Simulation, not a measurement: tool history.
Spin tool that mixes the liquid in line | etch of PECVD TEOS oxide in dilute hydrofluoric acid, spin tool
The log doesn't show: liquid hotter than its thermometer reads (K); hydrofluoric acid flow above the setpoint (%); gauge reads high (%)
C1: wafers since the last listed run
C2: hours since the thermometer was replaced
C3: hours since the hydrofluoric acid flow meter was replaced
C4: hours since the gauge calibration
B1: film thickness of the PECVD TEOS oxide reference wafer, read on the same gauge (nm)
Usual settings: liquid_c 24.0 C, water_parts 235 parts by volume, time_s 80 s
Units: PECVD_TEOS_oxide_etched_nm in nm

{"run": 1, "day": 0.0, "liquid_c": 24.0, "water_parts": 180, "time_s": 80, "C1": 0, "C2": 727.9, "C3": 342.2, "C4": 873.5, "B1": 95.46, "PECVD_TEOS_oxide_etched_nm": 7.05}
{"run": 2, "day": 1.508, "liquid_c": 24.0, "water_parts": 180, "time_s": 80, "C1": 275, "C2": 764.1, "C3": 378.4, "C4": 909.7, "B1": 95.36, "PECVD_TEOS_oxide_etched_nm": 7.07}
{"run": 3, "day": 4.754, "liquid_c": 24.0, "water_parts": 180, "time_s": 80, "C1": 591, "C2": 842.0, "C3": 456.3, "C4": 987.6, "B1": 95.18, "PECVD_TEOS_oxide_etched_nm": 7.01}
{"run": 4, "day": 7.183, "liquid_c": 24.0, "water_parts": 235, "time_s": 105, "C1": 443, "C2": 900.3, "C3": 514.6, "C4": 1045.9, "B1": 95.07, "PECVD_TEOS_oxide_etched_nm": 6.69}
{"run": 5, "day": 10.067, "liquid_c": 24.0, "water_parts": 235, "time_s": 105, "C1": 525, "C2": 969.5, "C3": 583.8, "C4": 1115.1, "B1": 94.96, "PECVD_TEOS_oxide_etched_nm": 6.68}
{"run": 6, "day": 13.021, "liquid_c": 24.0, "water_parts": 235, "time_s": 105, "C1": 538, "C2": 1040.4, "C3": 654.7, "C4": 1186.0, "B1": 94.85, "PECVD_TEOS_oxide_etched_nm": 6.68}
{"run": 7, "day": 15.558, "liquid_c": 24.0, "water_parts": 235, "time_s": 80, "C1": 462, "C2": 1101.3, "C3": 715.6, "C4": 1246.9, "B1": 94.74, "PECVD_TEOS_oxide_etched_nm": 5.06}
{"run": 8, "day": 18.288, "liquid_c": 24.0, "water_parts": 235, "time_s": 80, "C1": 497, "C2": 1166.8, "C3": 781.1, "C4": 1312.4, "B1": 94.68, "PECVD_TEOS_oxide_etched_nm": 5.1}
{"day": 19.817, "done": "hydrofluoric acid flow meter replaced"}
{"run": 9, "day": 20.629, "liquid_c": 24.0, "water_parts": 235, "time_s": 80, "C1": 419, "C2": 1223.0, "C3": 19.5, "C4": 1368.6, "B1": 94.62, "PECVD_TEOS_oxide_etched_nm": 5.08}
{"day": 21.621, "done": "thermometer replaced"}
{"run": 10, "day": 21.829, "liquid_c": 24.0, "water_parts": 235, "time_s": 50, "C1": 211, "C2": 5.0, "C3": 48.3, "C4": 1397.4, "B1": 94.57, "PECVD_TEOS_oxide_etched_nm": 3.19}
{"run": 11, "day": 22.846, "liquid_c": 24.0, "water_parts": 235, "time_s": 80, "C1": 185, "C2": 29.4, "C3": 72.7, "C4": 1421.8, "B1": 94.55, "PECVD_TEOS_oxide_etched_nm": 5.05}
{"run": 12, "day": 24.383, "liquid_c": 24.0, "water_parts": 235, "time_s": 80, "C1": 280, "C2": 66.3, "C3": 109.6, "C4": 1458.7, "B1": 94.52, "PECVD_TEOS_oxide_etched_nm": 5.09}
{"run": 13, "day": 26.788, "liquid_c": 24.0, "water_parts": 235, "time_s": 80, "C1": 438, "C2": 124.0, "C3": 167.3, "C4": 1516.4, "B1": 94.49, "PECVD_TEOS_oxide_etched_nm": 5.16}
{"run": 14, "day": 28.642, "liquid_c": 24.0, "water_parts": 290, "time_s": 80, "C1": 338, "C2": 168.5, "C3": 211.8, "C4": 1560.9, "B1": 94.45, "PECVD_TEOS_oxide_etched_nm": 3.89}
{"run": 15, "day": 30.575, "liquid_c": 24.0, "water_parts": 290, "time_s": 80, "C1": 352, "C2": 214.9, "C3": 258.2, "C4": 1607.3, "B1": 94.41, "PECVD_TEOS_oxide_etched_nm": 3.84}
{"run": 16, "day": 33.262, "liquid_c": 24.0, "water_parts": 235, "time_s": 80, "C1": 490, "C2": 279.4, "C3": 322.7, "C4": 1671.8, "B1": 94.37, "PECVD_TEOS_oxide_etched_nm": 5.13}
{"run": 17, "day": 34.483, "liquid_c": 19.5, "water_parts": 125, "time_s": 80, "C1": 222, "C2": 308.7, "C3": 352.0, "C4": 1701.1, "B1": 94.35, "PECVD_TEOS_oxide_etched_nm": 8.94}
{"run": 18, "day": 35.521, "liquid_c": 24.0, "water_parts": 235, "time_s": 80, "C1": 189, "C2": 333.6, "C3": 376.9, "C4": 1726.0, "B1": 94.33, "PECVD_TEOS_oxide_etched_nm": 5.02}
{"run": 19, "day": 37.821, "liquid_c": 22.0, "water_parts": 310, "time_s": 35, "C1": 419, "C2": 388.8, "C3": 432.1, "C4": 1781.2, "B1": 94.31, "PECVD_TEOS_oxide_etched_nm": 1.47}
{"run": 20, "day": 40.358, "liquid_c": 24.0, "water_parts": 235, "time_s": 80, "C1": 462, "C2": 449.7, "C3": 493.0, "C4": 1842.1, "B1": 94.28, "PECVD_TEOS_oxide_etched_nm": 5.13}
{"day": 41.125, "done": "gauge calibrated"}
{"run": 21, "day": 41.967, "liquid_c": 28.5, "water_parts": 235, "time_s": 80, "C1": 293, "C2": 488.3, "C3": 531.6, "C4": 20.2, "B1": 99.12, "PECVD_TEOS_oxide_etched_nm": 6.23}
{"run": 22, "day": 44.225, "liquid_c": 27.5, "water_parts": 190, "time_s": 105, "C1": 411, "C2": 542.5, "C3": 585.8, "C4": 74.4, "B1": 98.49, "PECVD_TEOS_oxide_etched_nm": 10.02}
{"run": 23, "day": 46.479, "liquid_c": 27.0, "water_parts": 235, "time_s": 65, "C1": 411, "C2": 596.6, "C3": 639.9, "C4": 128.5, "B1": 97.94, "PECVD_TEOS_oxide_etched_nm": 4.74}
{"run": 24, "day": 48.533, "liquid_c": 19.5, "water_parts": 125, "time_s": 80, "C1": 374, "C2": 645.9, "C3": 689.2, "C4": 177.8, "B1": 97.47, "PECVD_TEOS_oxide_etched_nm": 9.21}
{"run": 25, "day": 50.05, "liquid_c": 24.0, "water_parts": 150, "time_s": 120, "C1": 276, "C2": 682.3, "C3": 725.6, "C4": 214.2, "B1": 97.16, "PECVD_TEOS_oxide_etched_nm": 13.73}
{"run": 26, "day": 52.683, "liquid_c": 24.0, "water_parts": 235, "time_s": 80, "C1": 480, "C2": 745.5, "C3": 788.8, "C4": 277.4, "B1": 96.65, "PECVD_TEOS_oxide_etched_nm": 5.23}
{"run": 27, "day": 55.346, "liquid_c": 24.0, "water_parts": 265, "time_s": 65, "C1": 485, "C2": 809.4, "C3": 852.7, "C4": 341.3, "B1": 96.18, "PECVD_TEOS_oxide_etched_nm": 3.65}
{"run": 28, "day": 56.842, "liquid_c": 28.0, "water_parts": 200, "time_s": 105, "C1": 272, "C2": 845.3, "C3": 888.6, "C4": 377.2, "B1": 95.95, "PECVD_TEOS_oxide_etched_nm": 9.51}
{"run": 29, "day": 59.679, "liquid_c": 24.0, "water_parts": 235, "time_s": 80, "C1": 517, "C2": 913.4, "C3": 956.7, "C4": 445.3, "B1": 95.55, "PECVD_TEOS_oxide_etched_nm": 5.17}
{"run": 30, "day": 61.4, "liquid_c": 26.0, "water_parts": 175, "time_s": 120, "C1": 313, "C2": 954.7, "C3": 998.0, "C4": 486.6, "B1": 95.33, "PECVD_TEOS_oxide_etched_nm": 11.84}
{"run": 31, "day": 62.662, "liquid_c": 24.0, "water_parts": 235, "time_s": 45, "C1": 230, "C2": 985.0, "C3": 1028.3, "C4": 516.9, "B1": 95.16, "PECVD_TEOS_oxide_etched_nm": 2.88}
{"day": 64.15, "done": "hydrofluoric acid flow meter replaced"}
{"run": 32, "day": 65.225, "liquid_c": 24.0, "water_parts": 235, "time_s": 80, "C1": 459, "C2": 1046.5, "C3": 25.8, "C4": 578.4, "B1": 94.87, "PECVD_TEOS_oxide_etched_nm": 5.08}

Forecast each of these 5 alternatives for the next run:
{"run": "A", "day": 65.242, "liquid_c": 24.0, "water_parts": 235, "time_s": 80, "C1": 3, "C2": 1046.9, "C3": 26.2, "C4": 578.8, "B1": "?", "PECVD_TEOS_oxide_etched_nm": "?"}
{"run": "B", "day": 65.242, "liquid_c": 25.5, "water_parts": 140, "time_s": 115, "C1": 3, "C2": 1046.9, "C3": 26.2, "C4": 578.8, "B1": "?", "PECVD_TEOS_oxide_etched_nm": "?"}
{"run": "C", "day": 65.242, "liquid_c": 27.5, "water_parts": 290, "time_s": 120, "C1": 3, "C2": 1046.9, "C3": 26.2, "C4": 578.8, "B1": "?", "PECVD_TEOS_oxide_etched_nm": "?"}
{"run": "D", "day": 65.242, "liquid_c": 25.5, "water_parts": 130, "time_s": 40, "C1": 3, "C2": 1046.9, "C3": 26.2, "C4": 578.8, "B1": "?", "PECVD_TEOS_oxide_etched_nm": "?"}
{"run": "E", "day": 65.242, "liquid_c": 24.0, "water_parts": 235, "time_s": 35, "C1": 3, "C2": 1046.9, "C3": 26.2, "C4": 578.8, "B1": "?", "PECVD_TEOS_oxide_etched_nm": "?"}

run=A B1=94.90 PECVD_TEOS_oxide_etched_nm=4.99
run=B B1=94.90 PECVD_TEOS_oxide_etched_nm=14.14
run=C B1=94.90 PECVD_TEOS_oxide_etched_nm=6.46
run=D B1=94.90 PECVD_TEOS_oxide_etched_nm=5.36
run=E B1=94.90 PECVD_TEOS_oxide_etched_nm=2.18
Without the tool's hidden state the same runs would have given:
run=A PECVD_TEOS_oxide_etched_nm=5.26
run=B PECVD_TEOS_oxide_etched_nm=14.90
run=C PECVD_TEOS_oxide_etched_nm=6.81
run=D PECVD_TEOS_oxide_etched_nm=5.65
run=E PECVD_TEOS_oxide_etched_nm=2.30
